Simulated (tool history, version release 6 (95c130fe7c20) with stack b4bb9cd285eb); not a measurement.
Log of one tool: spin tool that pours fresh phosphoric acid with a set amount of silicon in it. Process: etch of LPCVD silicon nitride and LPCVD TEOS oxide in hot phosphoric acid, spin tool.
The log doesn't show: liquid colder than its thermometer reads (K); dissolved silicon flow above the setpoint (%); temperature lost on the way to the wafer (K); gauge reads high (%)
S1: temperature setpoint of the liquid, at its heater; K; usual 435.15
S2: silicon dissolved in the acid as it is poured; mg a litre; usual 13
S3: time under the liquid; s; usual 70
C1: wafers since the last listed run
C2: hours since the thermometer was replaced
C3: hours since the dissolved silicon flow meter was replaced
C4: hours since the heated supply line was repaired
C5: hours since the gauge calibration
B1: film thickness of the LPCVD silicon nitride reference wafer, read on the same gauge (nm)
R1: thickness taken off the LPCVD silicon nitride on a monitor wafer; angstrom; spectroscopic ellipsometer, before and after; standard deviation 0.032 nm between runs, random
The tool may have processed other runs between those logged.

| run | hour | S1 | S2 | S3 | C1 | C2 | C3 | C4 | C5 | B1 | R1 |
|---|---|---|---|---|---|---|---|---|---|---|---|
| 1 | 0 | 436.15 | 13 | 40 | 0 | 1453.3 | 959.8 | 3006.8 | 487.4 | 140.01 | 35.9 |
| 2 | 17.8 | 435.15 | 13 | 90 | 216 | 1471.1 | 977.6 | 3024.6 | 505.2 | 140.03 | 77.1 |
| 3 | 41.9 | 435.15 | 13 | 90 | 293 | 1495.2 | 1001.7 | 3048.7 | 529.3 | 140.04 | 77.7 |
|  | 54.9 | gauge calibrated |
| 4 | 70.9 | 434.15 | 13 | 70 | 352 | 1524.2 | 1030.7 | 3077.7 | 16 | 140 | 58.5 |
| 5 | 97.2 | 434.15 | 13 | 70 | 320 | 1550.5 | 1057 | 3104 | 42.3 | 140.02 | 58.2 |
| 6 | 171.7 | 435.15 | 13 | 70 | 906 | 1625 | 1131.5 | 3178.5 | 116.8 | 140.02 | 60 |
| 7 | 189.5 | 435.15 | 13 | 70 | 216 | 1642.8 | 1149.3 | 3196.3 | 134.6 | 139.99 | 59.7 |
| 8 | 209.7 | 435.15 | 13 | 70 | 245 | 1663 | 1169.5 | 3216.5 | 154.8 | 140.01 | 59.7 |
|  | 235 | heated supply line repaired |
| 9 | 235.5 | 435.15 | 13 | 70 | 301 | 1688.8 | 1195.3 | 0.5 | 180.6 | 139.97 | 59.8 |
| 10 | 303.9 | 435.15 | 13 | 70 | 832 | 1757.2 | 1263.7 | 68.9 | 249 | 139.99 | 59.4 |
| 11 | 317.4 | 435.15 | 17 | 70 | 164 | 1770.7 | 1277.2 | 82.4 | 262.5 | 140.05 | 59.8 |
| 12 | 335.4 | 435.15 | 13 | 70 | 219 | 1788.7 | 1295.2 | 100.4 | 280.5 | 140.01 | 60.1 |
| 13 | 355 | 434.15 | 19.5 | 50 | 238 | 1808.3 | 1314.8 | 120 | 300.1 | 139.97 | 41.3 |
|  | 382.4 | thermometer replaced |
|  | 383.8 | dissolved silicon flow meter replaced |
| 14 | 386.7 | 435.15 | 13 | 70 | 361 | 4.3 | 2.9 | 151.7 | 331.8 | 139.96 | 56.4 |
| 15 | 422.5 | 433.65 | 13 | 70 | 435 | 40.1 | 38.7 | 187.5 | 367.6 | 139.99 | 54.2 |
| 16 | 454.6 | 436.15 | 9 | 30 | 390 | 72.2 | 70.8 | 219.6 | 399.7 | 140.01 | 25.2 |
|  | 469 | gauge calibrated |
|  | 485.1 | thermometer replaced, repeated, since the last time left the tool worse |
| 17 | 488 | 433.15 | 19.5 | 70 | 394 | 2.9 | 104.2 | 253 | 19 | 139.98 | 58.4 |
| 18 | 513 | 435.15 | 13 | 70 | 304 | 27.9 | 129.2 | 278 | 44 | 139.99 | 63.2 |
| 19 | 533.1 | 437.15 | 5 | 45 | 244 | 48 | 149.3 | 298.1 | 64.1 | 139.99 | 42.7 |
| 20 | 545.4 | 438.15 | 13 | 70 | 149 | 60.3 | 161.6 | 310.4 | 76.4 | 140.05 | 69.7 |
| 21 | 565.1 | 437.15 | 17.5 | 40 | 239 | 80 | 181.3 | 330.1 | 96.1 | 140 | 38.4 |
| 22 | 584.5 | 437.15 | 22.5 | 70 | 236 | 99.4 | 200.7 | 349.5 | 115.5 | 139.98 | 67.1 |

For run 23, what comes out?
| 23 | 599.3 | 435.15 | 13 | 70 | 180 | 114.2 | 215.5 | 364.3 | 130.3 | ? | ? |

Run 23 gave B1 139.99, R1 63.6 angstrom.
The same run, on a tool lacking any hidden state, would have yielded R1 63.8 angstrom.
